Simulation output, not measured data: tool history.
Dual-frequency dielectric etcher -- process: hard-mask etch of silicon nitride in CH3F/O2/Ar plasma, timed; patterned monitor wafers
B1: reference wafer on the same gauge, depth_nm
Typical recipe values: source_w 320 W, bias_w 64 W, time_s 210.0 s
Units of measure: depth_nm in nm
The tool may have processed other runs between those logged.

Run 1, hour 0.0: usual settings; B1 117.1. Result: depth_nm 126.6 nm.
Run 2, hour 65.0: usual settings; B1 116.9. Result: depth_nm 126.1 nm.
Run 3, hour 157.1: usual settings; B1 117.0. Result: depth_nm 126.6 nm.
Run 4, hour 252.3: usual settings; B1 117.1. Result: depth_nm 126.2 nm.
Run 5, hour 310.3: usual settings; B1 116.9. Result: depth_nm 126.5 nm.
Run 6, hour 347.1: usual settings but source_w 370 W, bias_w 69 W, time_s 228.5 s; B1 117.1. Result: depth_nm 151.0 nm.
Run 7, hour 406.9: usual settings but bias_w 54 W, time_s 270.5 s; B1 117.0. Result: depth_nm 157.0 nm.
Run 8, hour 496.6: usual settings but source_w 350 W, bias_w 78 W; B1 117.0. Result: depth_nm 138.4 nm.
At hour 559.2: bias power generator calibrated.
Run 9, hour 587.4: usual settings; B1 117.0. Result: depth_nm 126.5 nm.
At hour 629.9: gauge calibrated.
At hour 640.9: wet clean of the chamber.
Run 10, hour 641.4: usual settings but bias_w 48 W; B1 117.0. Result: depth_nm 119.6 nm.
Run 11, hour 763.8: usual settings; B1 117.0. Result: depth_nm 127.2 nm.
Run 12, hour 837.3: usual settings but bias_w 78 W; B1 117.1. Result: depth_nm 132.5 nm.
Run 13, hour 929.0: usual settings but source_w 390 W, time_s 191.0 s; B1 117.0. Result: depth_nm 126.7 nm.
Run 14, hour 1006.3: usual settings but source_w 380 W, bias_w 69 W, time_s 159.0 s; B1 117.1. Result: depth_nm 104.8 nm.
At hour 1052.6: upper electrode replaced.
Run 15, hour 1083.5: usual settings; B1 117.1. Result: depth_nm 126.8 nm.
Run 16, hour 1122.6: usual settings but source_w 260 W, bias_w 56 W; B1 117.0. Result: depth_nm 111.4 nm.
Run 17, hour 1197.3: usual settings; B1 117.1. Result: depth_nm 126.7 nm.
Run 18, hour 1235.1: usual settings but bias_w 52 W; B1 117.1. Result: depth_nm 120.7 nm.
At hour 1304.6: wet clean of the chamber.
Run 19, hour 1341.0: usual settings; B1 117.0. Result: depth_nm 126.6 nm.
Run 20, hour 1440.8: usual settings but source_w 250 W, bias_w 73 W, time_s 192.5 s; B1 116.9. Result: depth_nm 106.6 nm.
Run 21, hour 1539.1: usual settings but source_w 350 W, bias_w 53 W; B1 117.1. Result: depth_nm 127.4 nm.
Run 22, hour 1631.0: usual settings but source_w 260 W, time_s 234.0 s; B1 117.2. Result: depth_nm 128.5 nm.
Run 23, hour 1720.2: usual settings but source_w 380 W, time_s 158.5 s; B1 117.0. Result: depth_nm 103.8 nm.
Run 24, hour 1775.4: usual settings but bias_w 57 W; B1 117.1. Result: depth_nm 123.3 nm.
Run 25, hour 1818.0: usual settings but source_w 390 W, bias_w 76 W, time_s 228.0 s; B1 117.0. Result: depth_nm 156.5 nm.
Run 26, hour 1902.2: usual settings but time_s 233.5 s; B1 116.9. Result: depth_nm 140.9 nm.
Run 27, hour 1956.0: usual settings; B1 116.9. Result: depth_nm 126.5 nm.
Run 28, hour 2004.5: usual settings; B1 117.0. Result: depth_nm 126.6 nm.
At hour 2063.6: wet clean of the chamber.
Run 29, hour 2101.4: usual settings; B1 117.0. Result: depth_nm 127.1 nm.
Run 30, hour 2247.3: usual settings; B1 117.0. Result: depth_nm 126.5 nm.

Hidden state, per run?
etch rate over this chamber's usual, %: 0 across all the runs
source power that arrives over what is set, %: 0 across all the runs
bias power that arrives over what is set, %: 0 across all the runs
gauge reads high (%): 0 across all the runs
